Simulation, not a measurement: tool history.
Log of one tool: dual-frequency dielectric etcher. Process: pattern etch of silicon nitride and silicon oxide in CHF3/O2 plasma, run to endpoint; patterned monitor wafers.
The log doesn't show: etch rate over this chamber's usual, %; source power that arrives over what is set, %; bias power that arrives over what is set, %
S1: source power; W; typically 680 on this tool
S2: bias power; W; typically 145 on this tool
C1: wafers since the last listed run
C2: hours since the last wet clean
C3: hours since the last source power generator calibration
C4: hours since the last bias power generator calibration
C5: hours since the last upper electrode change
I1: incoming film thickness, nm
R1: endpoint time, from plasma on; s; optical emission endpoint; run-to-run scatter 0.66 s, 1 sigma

{"run": 1, "hour": 0.0, "S1": 680, "S2": 125, "C1": 0, "C2": 251.6, "C3": 4005.3, "C4": 2663.8, "C5": 2450.8, "I1": 287.8, "R1": 212.4}
{"run": 2, "hour": 16.7, "S1": 680, "S2": 125, "C1": 149, "C2": 268.3, "C3": 4022, "C4": 2680.5, "C5": 2467.5, "I1": 286.2, "R1": 210.7}
{"run": 3, "hour": 30.7, "S1": 680, "S2": 125, "C1": 124, "C2": 282.3, "C3": 4036, "C4": 2694.5, "C5": 2481.5, "I1": 287.4, "R1": 212.3}
{"run": 4, "hour": 40.4, "S1": 680, "S2": 145, "C1": 86, "C2": 292, "C3": 4045.7, "C4": 2704.2, "C5": 2491.2, "I1": 285.9, "R1": 197.4}
{"run": 5, "hour": 58.2, "S1": 680, "S2": 145, "C1": 158, "C2": 309.8, "C3": 4063.5, "C4": 2722, "C5": 2509, "I1": 287.5, "R1": 198.1}
{"run": 6, "hour": 82.7, "S1": 680, "S2": 162, "C1": 218, "C2": 334.3, "C3": 4088, "C4": 2746.5, "C5": 2533.5, "I1": 286.8, "R1": 187.6}
{"run": 7, "hour": 94.7, "S1": 680, "S2": 145, "C1": 107, "C2": 346.3, "C3": 4100, "C4": 2758.5, "C5": 2545.5, "I1": 288.8, "R1": 200.5}
{"run": 8, "hour": 105.9, "S1": 680, "S2": 145, "C1": 99, "C2": 357.5, "C3": 4111.2, "C4": 2769.7, "C5": 2556.7, "I1": 288, "R1": 198.9}
{"run": 9, "hour": 116.7, "S1": 680, "S2": 145, "C1": 96, "C2": 368.3, "C3": 4122, "C4": 2780.5, "C5": 2567.5, "I1": 284.4, "R1": 197.1}
{"run": 10, "hour": 128.6, "S1": 680, "S2": 145, "C1": 106, "C2": 380.2, "C3": 4133.9, "C4": 2792.4, "C5": 2579.4, "I1": 286.4, "R1": 198.4}
{"run": 11, "hour": 138.0, "S1": 770, "S2": 145, "C1": 83, "C2": 389.6, "C3": 4143.3, "C4": 2801.8, "C5": 2588.8, "I1": 287.3, "R1": 183.4}
{"run": 12, "hour": 144.1, "S1": 680, "S2": 145, "C1": 54, "C2": 395.7, "C3": 4149.4, "C4": 2807.9, "C5": 2594.9, "I1": 285.4, "R1": 197.8}
{"hour": 180.2, "done": "wet clean of the chamber"}
{"hour": 196.6, "done": "upper electrode replaced"}
{"run": 13, "hour": 197.1, "S1": 680, "S2": 145, "C1": 113, "C2": 16.9, "C3": 4202.4, "C4": 2860.9, "C5": 0.5, "I1": 283.9, "R1": 203.4}
{"run": 14, "hour": 197.4, "S1": 680, "S2": 145, "C1": 2, "C2": 17.2, "C3": 4202.7, "C4": 2861.2, "C5": 0.8, "I1": 289.8, "R1": 209.1}
{"run": 15, "hour": 197.8, "S1": 550, "S2": 158, "C1": 3, "C2": 17.6, "C3": 4203.1, "C4": 2861.6, "C5": 1.2, "I1": 283.8, "R1": 224.6}
{"run": 16, "hour": 200.9, "S1": 610, "S2": 174, "C1": 27, "C2": 20.7, "C3": 4206.2, "C4": 2864.7, "C5": 4.3, "I1": 284.9, "R1": 200.8}
{"run": 17, "hour": 207.5, "S1": 680, "S2": 111, "C1": 58, "C2": 27.3, "C3": 4212.8, "C4": 2871.3, "C5": 10.9, "I1": 286.8, "R1": 235.1}
{"run": 18, "hour": 222.6, "S1": 630, "S2": 115, "C1": 134, "C2": 42.4, "C3": 4227.9, "C4": 2886.4, "C5": 26, "I1": 285.7, "R1": 243.9}
{"hour": 257.7, "done": "wet clean of the chamber, repeated, since the last time left the tool worse"}
{"hour": 258.3, "done": "bias power generator calibrated"}
{"run": 19, "hour": 258.8, "S1": 680, "S2": 145, "C1": 103, "C2": 1.1, "C3": 4264.1, "C4": 0.5, "C5": 62.2, "I1": 285.7, "R1": 191.9}
{"run": 20, "hour": 259.2, "S1": 680, "S2": 145, "C1": 3, "C2": 1.5, "C3": 4264.5, "C4": 0.9, "C5": 62.6, "I1": 285.6, "R1": 192}
{"run": 21, "hour": 263.8, "S1": 730, "S2": 120, "C1": 41, "C2": 6.1, "C3": 4269.1, "C4": 5.5, "C5": 67.2, "I1": 286.3, "R1": 202}
{"hour": 274.4, "done": "source power generator calibrated"}
{"run": 22, "hour": 275.5, "S1": 680, "S2": 145, "C1": 68, "C2": 17.8, "C3": 1.1, "C4": 17.2, "C5": 78.9, "I1": 287.5, "R1": 191.9}
{"run": 23, "hour": 288.4, "S1": 760, "S2": 179, "C1": 115, "C2": 30.7, "C3": 14, "C4": 30.1, "C5": 91.8, "I1": 284.8, "R1": 161.9}
{"run": 24, "hour": 295.3, "S1": 740, "S2": 178, "C1": 61, "C2": 37.6, "C3": 20.9, "C4": 37, "C5": 98.7, "I1": 287.5, "R1": 166.3}
{"run": 25, "hour": 308.8, "S1": 550, "S2": 171, "C1": 120, "C2": 51.1, "C3": 34.4, "C4": 50.5, "C5": 112.2, "I1": 288.7, "R1": 206.5}
{"run": 26, "hour": 322.9, "S1": 800, "S2": 124, "C1": 125, "C2": 65.2, "C3": 48.5, "C4": 64.6, "C5": 126.3, "I1": 286.6, "R1": 189}
{"run": 27, "hour": 337.1, "S1": 580, "S2": 116, "C1": 126, "C2": 79.4, "C3": 62.7, "C4": 78.8, "C5": 140.5, "I1": 286.3, "R1": 240.9}
{"run": 28, "hour": 349.9, "S1": 680, "S2": 127, "C1": 114, "C2": 92.2, "C3": 75.5, "C4": 91.6, "C5": 153.3, "I1": 288.6, "R1": 208}
{"run": 29, "hour": 364.5, "S1": 800, "S2": 145, "C1": 130, "C2": 106.8, "C3": 90.1, "C4": 106.2, "C5": 167.9, "I1": 289.1, "R1": 177}

Branching from run 29: 4 alternative next runs. What would each branch give?
{"run": "A", "hour": 365.0, "S1": 680, "S2": 145, "C1": 4, "C2": 107.3, "C3": 90.6, "C4": 106.7, "C5": 168.4, "I1": 287.5, "R1": "?"}
{"run": "B", "hour": 365.0, "S1": 730, "S2": 136, "C1": 4, "C2": 107.3, "C3": 90.6, "C4": 106.7, "C5": 168.4, "I1": 287.5, "R1": "?"}
{"run": "C", "hour": 365.0, "S1": 550, "S2": 181, "C1": 4, "C2": 107.3, "C3": 90.6, "C4": 106.7, "C5": 168.4, "I1": 287.5, "R1": "?"}
{"run": "D", "hour": 365.0, "S1": 680, "S2": 158, "C1": 4, "C2": 107.3, "C3": 90.6, "C4": 106.7, "C5": 168.4, "I1": 287.5, "R1": "?"}

run=A R1=193.5
run=B R1=191.1
run=C R1=199.9
run=D R1=185.5
Stripped of hidden state, with their random variation kept, the same runs would have yielded:
run=A R1=192.2
run=B R1=189.8
run=C R1=198.5
run=D R1=184.3
